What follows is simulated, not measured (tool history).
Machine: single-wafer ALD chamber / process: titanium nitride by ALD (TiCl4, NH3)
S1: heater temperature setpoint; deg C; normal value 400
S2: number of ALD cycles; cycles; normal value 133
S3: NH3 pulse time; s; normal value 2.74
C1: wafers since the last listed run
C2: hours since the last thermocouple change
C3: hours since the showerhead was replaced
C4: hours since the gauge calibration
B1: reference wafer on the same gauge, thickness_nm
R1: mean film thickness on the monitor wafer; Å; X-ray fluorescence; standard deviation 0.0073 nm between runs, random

run 1 hour=0 | S1=400 S2=133 S3=2.74 | C1=0 C2=1690.2 C3=3480.6 C4=119.4 | B1=2.691 | R1=29.11
run 2 hour=7 | S1=400 S2=133 S3=2.74 | C1=17 C2=1697.2 C3=3487.6 C4=126.4 | B1=2.689 | R1=29.16
run 3 hour=18.8 | S1=400 S2=133 S3=2.74 | C1=28 C2=1709 C3=3499.4 C4=138.2 | B1=2.69 | R1=29.31
-- hour=24.1 gauge calibrated
run 4 hour=30.2 | S1=400 S2=133 S3=2.74 | C1=27 C2=1720.4 C3=3510.8 C4=6.1 | B1=2.691 | R1=29.14
run 5 hour=39.4 | S1=400 S2=133 S3=2.74 | C1=22 C2=1729.6 C3=3520 C4=15.3 | B1=2.692 | R1=29.21
run 6 hour=55.8 | S1=400 S2=133 S3=2.74 | C1=39 C2=1746 C3=3536.4 C4=31.7 | B1=2.691 | R1=29.17
run 7 hour=68.8 | S1=400 S2=133 S3=2.74 | C1=31 C2=1759 C3=3549.4 C4=44.7 | B1=2.691 | R1=29.28
run 8 hour=77.6 | S1=400 S2=133 S3=2.74 | C1=21 C2=1767.8 C3=3558.2 C4=53.5 | B1=2.692 | R1=29.12
-- hour=93 showerhead replaced
-- hour=98.5 thermocouple changed; heater temperature recalibrated
run 9 hour=121.4 | S1=400 S2=133 S3=2.74 | C1=73 C2=22.9 C3=28.4 C4=97.3 | B1=2.69 | R1=29.21
run 10 hour=131.1 | S1=400 S2=116 S3=2.06 | C1=23 C2=32.6 C3=38.1 C4=107 | B1=2.691 | R1=25.26
run 11 hour=138.1 | S1=400 S2=133 S3=3.41 | C1=17 C2=39.6 C3=45.1 C4=114 | B1=2.691 | R1=29.31
run 12 hour=145.7 | S1=400 S2=133 S3=2.74 | C1=18 C2=47.2 C3=52.7 C4=121.6 | B1=2.69 | R1=29.05
run 13 hour=157.8 | S1=400 S2=133 S3=2.3 | C1=29 C2=59.3 C3=64.8 C4=133.7 | B1=2.69 | R1=29.21
-- hour=160.2 gauge calibrated
run 14 hour=167 | S1=400 S2=133 S3=2.74 | C1=22 C2=68.5 C3=74 C4=6.8 | B1=2.691 | R1=29.25
run 15 hour=175.8 | S1=400 S2=120 S3=2.74 | C1=21 C2=77.3 C3=82.8 C4=15.6 | B1=2.688 | R1=26.35
run 16 hour=191.6 | S1=405 S2=133 S3=2.74 | C1=38 C2=93.1 C3=98.6 C4=31.4 | B1=2.69 | R1=29.11
run 17 hour=204.3 | S1=400 S2=133 S3=2.74 | C1=30 C2=105.8 C3=111.3 C4=44.1 | B1=2.69 | R1=29.19
run 18 hour=219.7 | S1=400 S2=133 S3=2.74 | C1=37 C2=121.2 C3=126.7 C4=59.5 | B1=2.689 | R1=29.12
run 19 hour=232 | S1=389 S2=145 S3=2.74 | C1=29 C2=133.5 C3=139 C4=71.8 | B1=2.688 | R1=31.54

Below are 5 alternative next runs, each starting from the tool's condition after run 19. Predict each:
run A hour=232.7 | S1=400 S2=133 S3=2.74 | C1=1 C2=134.2 C3=139.7 C4=72.5 | B1=? | R1=?
run B hour=232.7 | S1=400 S2=120 S3=2.13 | C1=1 C2=134.2 C3=139.7 C4=72.5 | B1=? | R1=?
run C hour=232.7 | S1=389 S2=133 S3=2.74 | C1=1 C2=134.2 C3=139.7 C4=72.5 | B1=? | R1=?
run D hour=232.7 | S1=400 S2=133 S3=3.71 | C1=1 C2=134.2 C3=139.7 C4=72.5 | B1=? | R1=?
run E hour=232.7 | S1=385 S2=133 S3=3.62 | C1=1 C2=134.2 C3=139.7 C4=72.5 | B1=? | R1=?

run=A B1=2.69 R1=29.13
run=B B1=2.69 R1=26.11
run=C B1=2.69 R1=28.91
run=D B1=2.69 R1=29.35
run=E B1=2.69 R1=29.1
Had the tool no hidden state, the same runs would have come out as:
run=A R1=29.13
run=B R1=26.11
run=C R1=28.91
run=D R1=29.35
run=E R1=29.1
